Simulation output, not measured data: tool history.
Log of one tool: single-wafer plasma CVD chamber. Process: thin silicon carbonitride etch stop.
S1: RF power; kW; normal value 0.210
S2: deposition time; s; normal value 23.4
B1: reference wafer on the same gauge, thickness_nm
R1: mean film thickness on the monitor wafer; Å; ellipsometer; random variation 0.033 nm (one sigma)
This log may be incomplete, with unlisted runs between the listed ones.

{"run": 1, "hour": 0.0, "S1": 0.21, "S2": 23.4, "B1": 14.413, "R1": 129.37}
{"run": 2, "hour": 14.8, "S1": 0.21, "S2": 23.4, "B1": 14.398, "R1": 129.34}
{"run": 3, "hour": 24.6, "S1": 0.19, "S2": 23.4, "B1": 14.407, "R1": 124.37}
{"run": 4, "hour": 38.7, "S1": 0.19, "S2": 23.4, "B1": 14.395, "R1": 123.75}
{"run": 5, "hour": 50.2, "S1": 0.21, "S2": 23.4, "B1": 14.399, "R1": 128.74}
{"run": 6, "hour": 61.8, "S1": 0.21, "S2": 23.4, "B1": 14.406, "R1": 128.97}
{"run": 7, "hour": 109.5, "S1": 0.21, "S2": 23.4, "B1": 14.402, "R1": 129.82}
{"hour": 126.4, "done": "RF generator calibrated"}
{"run": 8, "hour": 126.9, "S1": 0.2, "S2": 27.1, "B1": 14.4, "R1": 151.84}
{"run": 9, "hour": 138.6, "S1": 0.2, "S2": 27.1, "B1": 14.398, "R1": 152.04}
{"run": 10, "hour": 153.6, "S1": 0.21, "S2": 23.4, "B1": 14.391, "R1": 133.5}
{"run": 11, "hour": 167.6, "S1": 0.21, "S2": 23.4, "B1": 14.401, "R1": 133.15}
{"run": 12, "hour": 181.9, "S1": 0.21, "S2": 23.4, "B1": 14.397, "R1": 133.29}
{"run": 13, "hour": 196.3, "S1": 0.21, "S2": 26.1, "B1": 14.401, "R1": 147.73}
{"run": 14, "hour": 207.0, "S1": 0.21, "S2": 26.1, "B1": 14.399, "R1": 147.89}
{"run": 15, "hour": 213.4, "S1": 0.24, "S2": 21.0, "B1": 14.403, "R1": 125.79}
{"run": 16, "hour": 222.6, "S1": 0.195, "S2": 21.7, "B1": 14.397, "R1": 119.57}
{"run": 17, "hour": 233.5, "S1": 0.21, "S2": 23.4, "B1": 14.403, "R1": 133.27}
{"run": 18, "hour": 241.4, "S1": 0.17, "S2": 27.6, "B1": 14.401, "R1": 144.37}
{"hour": 255.3, "done": "thermocouple changed; heater temperature recalibrated"}
{"run": 19, "hour": 256.4, "S1": 0.21, "S2": 23.4, "B1": 14.39, "R1": 132.48}
{"hour": 268.5, "done": "showerhead replaced, of another model than before"}
{"run": 20, "hour": 268.8, "S1": 0.21, "S2": 27.1, "B1": 14.391, "R1": 152.88}
{"run": 21, "hour": 280.0, "S1": 0.225, "S2": 21.1, "B1": 14.4, "R1": 123.53}
{"run": 22, "hour": 297.9, "S1": 0.185, "S2": 18.8, "B1": 14.397, "R1": 98.07}
{"hour": 328.8, "done": "gauge calibrated"}
{"run": 23, "hour": 349.1, "S1": 0.21, "S2": 19.7, "B1": 14.395, "R1": 110.74}
{"run": 24, "hour": 361.2, "S1": 0.21, "S2": 28.0, "B1": 14.405, "R1": 157.53}
{"run": 25, "hour": 367.3, "S1": 0.225, "S2": 27.9, "B1": 14.392, "R1": 161.72}
{"run": 26, "hour": 382.2, "S1": 0.245, "S2": 23.4, "B1": 14.404, "R1": 142.28}
{"run": 27, "hour": 391.0, "S1": 0.24, "S2": 26.8, "B1": 14.388, "R1": 160.83}
{"run": 28, "hour": 409.2, "S1": 0.175, "S2": 27.6, "B1": 14.406, "R1": 138.45}
{"run": 29, "hour": 424.6, "S1": 0.225, "S2": 27.9, "B1": 14.401, "R1": 161.38}
{"run": 30, "hour": 439.5, "S1": 0.2, "S2": 24.6, "B1": 14.399, "R1": 133.61}
{"run": 31, "hour": 451.5, "S1": 0.21, "S2": 23.4, "B1": 14.405, "R1": 130.69}
{"run": 32, "hour": 468.3, "S1": 0.185, "S2": 19.4, "B1": 14.389, "R1": 100.4}
{"run": 33, "hour": 477.8, "S1": 0.21, "S2": 23.4, "B1": 14.403, "R1": 130.79}
{"run": 34, "hour": 493.3, "S1": 0.235, "S2": 28.0, "B1": 14.399, "R1": 165.02}
{"run": 35, "hour": 505.3, "S1": 0.175, "S2": 19.5, "B1": 14.4, "R1": 97.46}

4 options for the next run, each taken on its own from the tool as it stands now. Forecast them:
{"run": "A", "hour": 505.7, "S1": 0.21, "S2": 23.4, "B1": "?", "R1": "?"}
{"run": "B", "hour": 505.7, "S1": 0.17, "S2": 20.3, "B1": "?", "R1": "?"}
{"run": "C", "hour": 505.7, "S1": 0.25, "S2": 25.3, "B1": "?", "R1": "?"}
{"run": "D", "hour": 505.7, "S1": 0.21, "S2": 21.1, "B1": "?", "R1": "?"}

run=A B1=14.402 R1=130.38
run=B B1=14.402 R1=99.67
run=C B1=14.402 R1=154.04
run=D B1=14.402 R1=117.56
What these runs would have given with no unlogged condition in the tool:
run=A R1=133.88
run=B R1=102.35
run=C R1=158.18
run=D R1=120.72

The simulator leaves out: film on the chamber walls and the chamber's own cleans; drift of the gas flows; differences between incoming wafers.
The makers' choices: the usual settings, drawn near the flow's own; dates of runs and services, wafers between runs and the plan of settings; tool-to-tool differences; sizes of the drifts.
